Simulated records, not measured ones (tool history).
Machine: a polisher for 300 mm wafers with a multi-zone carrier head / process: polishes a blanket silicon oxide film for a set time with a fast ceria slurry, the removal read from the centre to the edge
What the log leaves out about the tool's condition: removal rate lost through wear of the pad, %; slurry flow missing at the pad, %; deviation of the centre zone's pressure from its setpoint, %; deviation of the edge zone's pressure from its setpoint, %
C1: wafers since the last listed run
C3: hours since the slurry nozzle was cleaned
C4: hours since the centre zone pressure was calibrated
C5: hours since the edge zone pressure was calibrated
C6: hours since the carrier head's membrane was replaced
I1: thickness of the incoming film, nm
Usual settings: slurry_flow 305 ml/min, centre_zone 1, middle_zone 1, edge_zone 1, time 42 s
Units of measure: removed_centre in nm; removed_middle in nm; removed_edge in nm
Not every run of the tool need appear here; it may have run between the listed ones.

Run 1, hour 0: usual settings; C1 0; wafers polished on this pad 270; C3 368.7; C4 637.5; C5 562.8; C6 1455.4; I1 3261.7. Result: removed_centre 522.1 nm, removed_middle 532.1 nm, removed_edge 520.2 nm.
Run 2, hour 19.3: usual settings but edge_zone 1.04; C1 207; wafers polished on this pad 477; C3 388; C4 656.8; C5 582.1; C6 1474.7; I1 3361. Result: removed_centre 522.4 nm, removed_middle 516.8 nm, removed_edge 532.5 nm.
Run 3, hour 40.7: usual settings but edge_zone 1.04; C1 230; wafers polished on this pad 707; C3 409.4; C4 678.2; C5 603.5; C6 1496.1; I1 3306.6. Result: removed_centre 507.2 nm, removed_middle 518.9 nm, removed_edge 515.7 nm.
Run 4, hour 56.6: usual settings but edge_zone 1.07; C1 170; wafers polished on this pad 878; C3 425.3; C4 694.1; C5 619.4; C6 1512; I1 3282.4. Result: removed_centre 503.5 nm, removed_middle 516.2 nm, removed_edge 512.5 nm.
At hour 62.5: worn pad replaced by a new one.
Run 5, hour 75.4: usual settings but edge_zone 1.07; C1 159; wafers polished on this pad 139; C3 444.1; C4 712.9; C5 638.2; C6 1530.8; I1 3313.1. Result: removed_centre 557.2 nm, removed_middle 560.6 nm, removed_edge 556.1 nm.
Run 6, hour 111.3: usual settings; C1 386; wafers polished on this pad 525; C3 480; C4 748.8; C5 674.1; C6 1566.7; I1 3317.1. Result: removed_centre 527.8 nm, removed_middle 534.9 nm, removed_edge 518.9 nm.
Run 7, hour 130.1: usual settings; C1 202; wafers polished on this pad 727; C3 498.8; C4 767.6; C5 692.9; C6 1585.5; I1 3302.6. Result: removed_centre 514.9 nm, removed_middle 527.5 nm, removed_edge 526.3 nm.
At hour 138.4: worn pad replaced by a new one.
At hour 147.3: slurry nozzle cleaned.
Run 8, hour 152.9: usual settings but slurry_flow 390 ml/min, centre_zone 1.07, middle_zone 0.92, time 37 s; C1 191; wafers polished on this pad 144; C3 5.6; C4 790.4; C5 715.7; C6 1608.3; I1 3243.5. Result: removed_centre 537.4 nm, removed_middle 471.8 nm, removed_edge 489.4 nm.
Run 9, hour 172.9: usual settings; C1 215; wafers polished on this pad 359; C3 25.6; C4 810.4; C5 735.7; C6 1628.3; I1 3270.4. Result: removed_centre 535.6 nm, removed_middle 533 nm, removed_edge 530 nm.
Run 10, hour 188.8: usual settings but slurry_flow 270 ml/min, time 31 s; C1 170; wafers polished on this pad 530; C3 41.5; C4 826.3; C5 751.6; C6 1644.2; I1 3339.3. Result: removed_centre 373.3 nm, removed_middle 384.8 nm, removed_edge 382.1 nm.
At hour 214.7: worn pad replaced by a new one.
Run 11, hour 215.2: usual settings but edge_zone 1.04; C1 240; wafers polished on this pad 5; C3 67.9; C4 852.7; C5 778; C6 1670.6; I1 3293.3. Result: removed_centre 564.9 nm, removed_middle 574.9 nm, removed_edge 585.4 nm.
Run 12, hour 237.5: usual settings but centre_zone 0.92, middle_zone 0.97, edge_zone 1.07, time 50 s; C1 239; wafers polished on this pad 244; C3 90.2; C4 875; C5 800.3; C6 1692.9; I1 3369.5. Result: removed_centre 589.3 nm, removed_middle 632.3 nm, removed_edge 648.3 nm.
At hour 246.4: centre zone pressure recalibrated.
At hour 255.7: carrier head's membrane replaced by a new one.
At hour 270.7: edge zone pressure recalibrated.
Run 13, hour 285.9: usual settings; C1 423; wafers polished on this pad 668; C3 138.6; C4 39.5; C5 15.2; C6 30.2; I1 3276.8. Result: removed_centre 509.4 nm, removed_middle 523.4 nm, removed_edge 517.6 nm.
At hour 294.9: worn pad replaced by a new one.
Run 14, hour 329.4: usual settings but centre_zone 0.9, middle_zone 0.96, edge_zone 0.9, time 30 s; C1 424; wafers polished on this pad 370; C3 182.1; C4 83; C5 58.7; C6 73.7; I1 3336.8. Result: removed_centre 331.7 nm, removed_middle 367.4 nm, removed_edge 366.1 nm.
Run 15, hour 345.9: usual settings but middle_zone 1.09, edge_zone 0.96, time 29 s; C1 177; wafers polished on this pad 547; C3 198.6; C4 99.5; C5 75.2; C6 90.2; I1 3333.1. Result: removed_centre 358 nm, removed_middle 391.6 nm, removed_edge 359.9 nm.

4 ways to go on from here, each from the tool as it stands after run 15. What would each give?
Run A, hour 346.3: usual settings but slurry_flow 255 ml/min; C1 4; wafers polished on this pad 552; C3 199; C4 99.9; C5 75.6; C6 90.6; I1 3319.6. Result: removed_centre ?, removed_middle ?, removed_edge ?.
Run B, hour 346.3: usual settings but slurry_flow 255 ml/min, time 37 s; C1 4; wafers polished on this pad 552; C3 199; C4 99.9; C5 75.6; C6 90.6; I1 3319.6. Result: removed_centre ?, removed_middle ?, removed_edge ?.
Run C, hour 346.3: usual settings but middle_zone 0.94; C1 4; wafers polished on this pad 552; C3 199; C4 99.9; C5 75.6; C6 90.6; I1 3319.6. Result: removed_centre ?, removed_middle ?, removed_edge ?.
Run D, hour 346.3: usual settings but centre_zone 0.96, middle_zone 1.09, edge_zone 0.89, time 55 s; C1 4; wafers polished on this pad 552; C3 199; C4 99.9; C5 75.6; C6 90.6; I1 3319.6. Result: removed_centre ?, removed_middle ?, removed_edge ?.

run  removed_centre  removed_middle  removed_edge
  A             501           520.8         510.3
  B           441.3           458.8         449.6
  C           512.5           504.9         518.9
  D           644.8           749.6         642.1
With the hidden condition removed and each run's random variation left untouched, the same runs would have given:
run  removed_centre  removed_middle  removed_edge
  A           553.6           575.5         563.9
  B           487.7             507         496.8
  C           566.3           557.9         573.4
  D           712.5           828.3         709.5

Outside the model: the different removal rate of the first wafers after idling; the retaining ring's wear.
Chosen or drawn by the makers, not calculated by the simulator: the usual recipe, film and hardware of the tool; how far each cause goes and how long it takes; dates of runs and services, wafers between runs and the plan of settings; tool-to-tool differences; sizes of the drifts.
